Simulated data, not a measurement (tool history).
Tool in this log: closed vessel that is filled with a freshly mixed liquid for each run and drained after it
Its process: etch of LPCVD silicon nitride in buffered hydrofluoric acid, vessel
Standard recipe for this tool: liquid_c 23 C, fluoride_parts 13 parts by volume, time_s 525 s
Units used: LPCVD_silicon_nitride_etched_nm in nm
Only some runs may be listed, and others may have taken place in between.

| run | hour | liquid_c | fluoride_parts | time_s | read-back film thickness of the LPCVD silicon nitride reference wafer, read on the same gauge (nm) | LPCVD_silicon_nitride_etched_nm |
|---|---|---|---|---|---|---|
| 1 | 0 | 23 | 13 | 525 | 79.985 | 5.034 |
| 2 | 95.7 | 23 | 13 | 525 | 80.011 | 5.073 |
| 3 | 192.7 | 23 | 13 | 525 | 80.003 | 5.05 |
| 4 | 295.4 | 23 | 13 | 525 | 80.047 | 5.062 |
| 5 | 336.4 | 23 | 14.5 | 525 | 79.992 | 4.538 |
| 6 | 400.7 | 23 | 14.5 | 525 | 80.002 | 4.548 |
| 7 | 492.1 | 23 | 14.5 | 525 | 80.033 | 4.552 |
| 8 | 571.5 | 23 | 13 | 385 | 79.992 | 3.766 |
| 9 | 760.6 | 23 | 13 | 385 | 80.008 | 3.823 |
| 10 | 850.9 | 23 | 13 | 385 | 79.968 | 3.78 |
| 11 | 935.1 | 23 | 13 | 525 | 80.001 | 5.247 |
| 12 | 983.7 | 23 | 13 | 525 | 80.009 | 5.162 |
| 13 | 1056.5 | 23 | 13 | 525 | 79.988 | 5.128 |
| 14 | 1113.4 | 23 | 13 | 525 | 79.997 | 5.235 |
| 15 | 1201 | 23 | 13 | 525 | 80.038 | 5.235 |
| 16 | 1289.8 | 23 | 13 | 525 | 80.021 | 5.168 |
|  | 1308.1 | hydrofluoric acid flow meter replaced |
| 17 | 1330.8 | 21.5 | 10.5 | 525 | 79.988 | 5.645 |
| 18 | 1415.6 | 23 | 13 | 525 | 80.01 | 5.008 |
| 19 | 1501.9 | 23 | 17.5 | 525 | 80.056 | 3.775 |
| 20 | 1591 | 23 | 13 | 525 | 79.988 | 5.069 |
| 21 | 1650.8 | 23 | 9 | 370 | 80.029 | 4.947 |
| 22 | 1733.5 | 23 | 8 | 765 | 79.991 | 11.579 |
| 23 | 1792.7 | 23 | 13 | 525 | 80.039 | 5.06 |
| 24 | 1948.4 | 23 | 10 | 625 | 80.042 | 7.81 |
|  | 2007.9 | gauge calibrated |
| 25 | 2058.4 | 23 | 18 | 370 | 79.995 | 2.587 |
| 26 | 2121.9 | 23 | 13 | 250 | 79.96 | 2.439 |
| 27 | 2195.6 | 26.5 | 10 | 730 | 79.967 | 11.131 |
| 28 | 2241.1 | 23 | 13 | 385 | 79.998 | 3.811 |
|  | 2272.3 | thermometer replaced |
| 29 | 2287.8 | 25.5 | 13 | 525 | 79.985 | 5.983 |
| 30 | 2510.2 | 23 | 13 | 720 | 79.994 | 7.17 |
|  | 2550.4 | hydrofluoric acid flow meter replaced |
| 31 | 2711.3 | 23 | 10.5 | 305 | 80.028 | 3.639 |
| 32 | 2925 | 20 | 16 | 815 | 80.023 | 5.347 |

3 options for the next run, each taken on its own from the tool as it stands now. Forecast them:
| A | 2925.8 | 23 | 13 | 525 | ? | ? |
| B | 2925.8 | 19 | 9.5 | 675 | ? | ? |
| C | 2925.8 | 27 | 16.5 | 265 | ? | ? |

| run | read-back film thickness of the LPCVD silicon nitride reference wafer, read on the same gauge (nm) | LPCVD_silicon_nitride_etched_nm |
|---|---|---|
| A | 79.968 | 5.078 |
| B | 79.968 | 6.923 |
| C | 79.968 | 2.52 |
Had the tool no hidden state, the same runs would have come out as:
| run | LPCVD_silicon_nitride_etched_nm |
|---|---|
| A | 4.973 |
| B | 6.83 |
| C | 2.468 |
